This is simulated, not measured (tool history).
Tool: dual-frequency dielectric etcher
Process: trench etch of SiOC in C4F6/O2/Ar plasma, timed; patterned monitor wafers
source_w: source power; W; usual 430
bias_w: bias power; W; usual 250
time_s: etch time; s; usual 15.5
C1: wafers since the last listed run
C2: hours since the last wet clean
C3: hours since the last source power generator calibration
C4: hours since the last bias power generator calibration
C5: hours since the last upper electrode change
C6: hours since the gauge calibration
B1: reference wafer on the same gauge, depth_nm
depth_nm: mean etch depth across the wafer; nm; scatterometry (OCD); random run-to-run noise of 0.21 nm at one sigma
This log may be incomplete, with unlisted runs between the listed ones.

run 1 hour=0 | source_w=430 bias_w=250 time_s=15.5 | C1=0 C2=179.9 C3=1719.7 C4=2855.7 C5=2510 C6=304.8 | B1=37.67 | depth_nm=34.06
run 2 hour=89.9 | source_w=430 bias_w=232 time_s=15.5 | C1=1392 C2=269.8 C3=1809.6 C4=2945.6 C5=2599.9 C6=394.7 | B1=37.68 | depth_nm=33.6
-- hour=303.3 wet clean of the chamber
run 3 hour=355.3 | source_w=430 bias_w=232 time_s=15.5 | C1=3739 C2=52 C3=2075 C4=3211 C5=2865.3 C6=660.1 | B1=37.63 | depth_nm=34.39
run 4 hour=435 | source_w=430 bias_w=250 time_s=15.5 | C1=1234 C2=131.7 C3=2154.7 C4=3290.7 C5=2945 C6=739.8 | B1=37.69 | depth_nm=35.4
run 5 hour=473.6 | source_w=430 bias_w=250 time_s=15.5 | C1=597 C2=170.3 C3=2193.3 C4=3329.3 C5=2983.6 C6=778.4 | B1=37.63 | depth_nm=35.4
run 6 hour=756.1 | source_w=430 bias_w=250 time_s=15.5 | C1=4375 C2=452.8 C3=2475.8 C4=3611.8 C5=3266.1 C6=1060.9 | B1=37.68 | depth_nm=35.79
-- hour=816.1 wet clean of the chamber, repeated, since the last time left the tool worse
run 7 hour=835.5 | source_w=430 bias_w=250 time_s=15.5 | C1=858 C2=19.4 C3=2555.2 C4=3691.2 C5=3345.5 C6=1140.3 | B1=37.69 | depth_nm=33.74
run 8 hour=928.8 | source_w=430 bias_w=250 time_s=15.5 | C1=1445 C2=112.7 C3=2648.5 C4=3784.5 C5=3438.8 C6=1233.6 | B1=37.61 | depth_nm=33.47
-- hour=944.1 source power generator calibrated
run 9 hour=1232.5 | source_w=430 bias_w=250 time_s=18 | C1=4642 C2=416.4 C3=288.4 C4=4088.2 C5=3742.5 C6=1537.3 | B1=37.68 | depth_nm=40.31
-- hour=1320.1 wet clean of the chamber
run 10 hour=1320.6 | source_w=430 bias_w=250 time_s=15.5 | C1=992 C2=0.5 C3=376.5 C4=4176.3 C5=3830.6 C6=1625.4 | B1=37.76 | depth_nm=33.71
run 11 hour=1350.9 | source_w=430 bias_w=250 time_s=15.5 | C1=469 C2=30.8 C3=406.8 C4=4206.6 C5=3860.9 C6=1655.7 | B1=37.69 | depth_nm=33.5
run 12 hour=1392.7 | source_w=430 bias_w=250 time_s=15.5 | C1=647 C2=72.6 C3=448.6 C4=4248.4 C5=3902.7 C6=1697.5 | B1=37.67 | depth_nm=33.66
run 13 hour=1457.1 | source_w=430 bias_w=250 time_s=15.5 | C1=997 C2=137 C3=513 C4=4312.8 C5=3967.1 C6=1761.9 | B1=37.67 | depth_nm=34.2
run 14 hour=1501.6 | source_w=510 bias_w=250 time_s=15.5 | C1=689 C2=181.5 C3=557.5 C4=4357.3 C5=4011.6 C6=1806.4 | B1=37.69 | depth_nm=35.57
run 15 hour=1538.1 | source_w=360 bias_w=278 time_s=18.5 | C1=565 C2=218 C3=594 C4=4393.8 C5=4048.1 C6=1842.9 | B1=37.69 | depth_nm=40.22
run 16 hour=1629.6 | source_w=430 bias_w=250 time_s=13 | C1=1417 C2=309.5 C3=685.5 C4=4485.3 C5=4139.6 C6=1934.4 | B1=37.62 | depth_nm=28.6
run 17 hour=1682.6 | source_w=430 bias_w=191 time_s=15.5 | C1=820 C2=362.5 C3=738.5 C4=4538.3 C5=4192.6 C6=1987.4 | B1=37.61 | depth_nm=31.52
run 18 hour=1774.9 | source_w=340 bias_w=202 time_s=12.5 | C1=1429 C2=454.8 C3=830.8 C4=4630.6 C5=4284.9 C6=2079.7 | B1=37.61 | depth_nm=24.17
-- hour=1782.5 bias power generator calibrated
-- hour=1800.9 wet clean of the chamber
run 19 hour=1869.6 | source_w=430 bias_w=250 time_s=15.5 | C1=1120 C2=68.7 C3=925.5 C4=87.1 C5=4379.6 C6=2174.4 | B1=37.78 | depth_nm=33.83
-- hour=1897.1 upper electrode replaced
-- hour=1900.5 gauge calibrated
run 20 hour=1941.8 | source_w=430 bias_w=250 time_s=15.5 | C1=746 C2=140.9 C3=997.7 C4=159.3 C5=44.7 C6=41.3 | B1=37.68 | depth_nm=33.66
run 21 hour=2027.6 | source_w=430 bias_w=199 time_s=15.5 | C1=1328 C2=226.7 C3=1083.5 C4=245.1 C5=130.5 C6=127.1 | B1=37.76 | depth_nm=31.87
run 22 hour=2121.5 | source_w=430 bias_w=250 time_s=15.5 | C1=1454 C2=320.6 C3=1177.4 C4=339 C5=224.4 C6=221 | B1=37.64 | depth_nm=34.11
run 23 hour=2167.8 | source_w=430 bias_w=250 time_s=15.5 | C1=717 C2=366.9 C3=1223.7 C4=385.3 C5=270.7 C6=267.3 | B1=37.71 | depth_nm=34.46
run 24 hour=2271.8 | source_w=480 bias_w=310 time_s=12.5 | C1=1610 C2=470.9 C3=1327.7 C4=489.3 C5=374.7 C6=371.3 | B1=37.79 | depth_nm=30.78
run 25 hour=2332 | source_w=430 bias_w=250 time_s=15.5 | C1=932 C2=531.1 C3=1387.9 C4=549.5 C5=434.9 C6=431.5 | B1=37.7 | depth_nm=34.61

What does the tool deliver on the next run?
-- hour=2372 wet clean of the chamber
run 26 hour=2398.6 | source_w=430 bias_w=206 time_s=15.5 | C1=659 C2=26.6 C3=1454.5 C4=616.1 C5=501.5 C6=498.1 | B1=? | depth_nm=?

Run 26 produced B1 37.72, depth_nm 31.38 nm.
Take away the tool's hidden state, keep the run-to-run variation as it was, and the same run would have given depth_nm 31.24 nm.
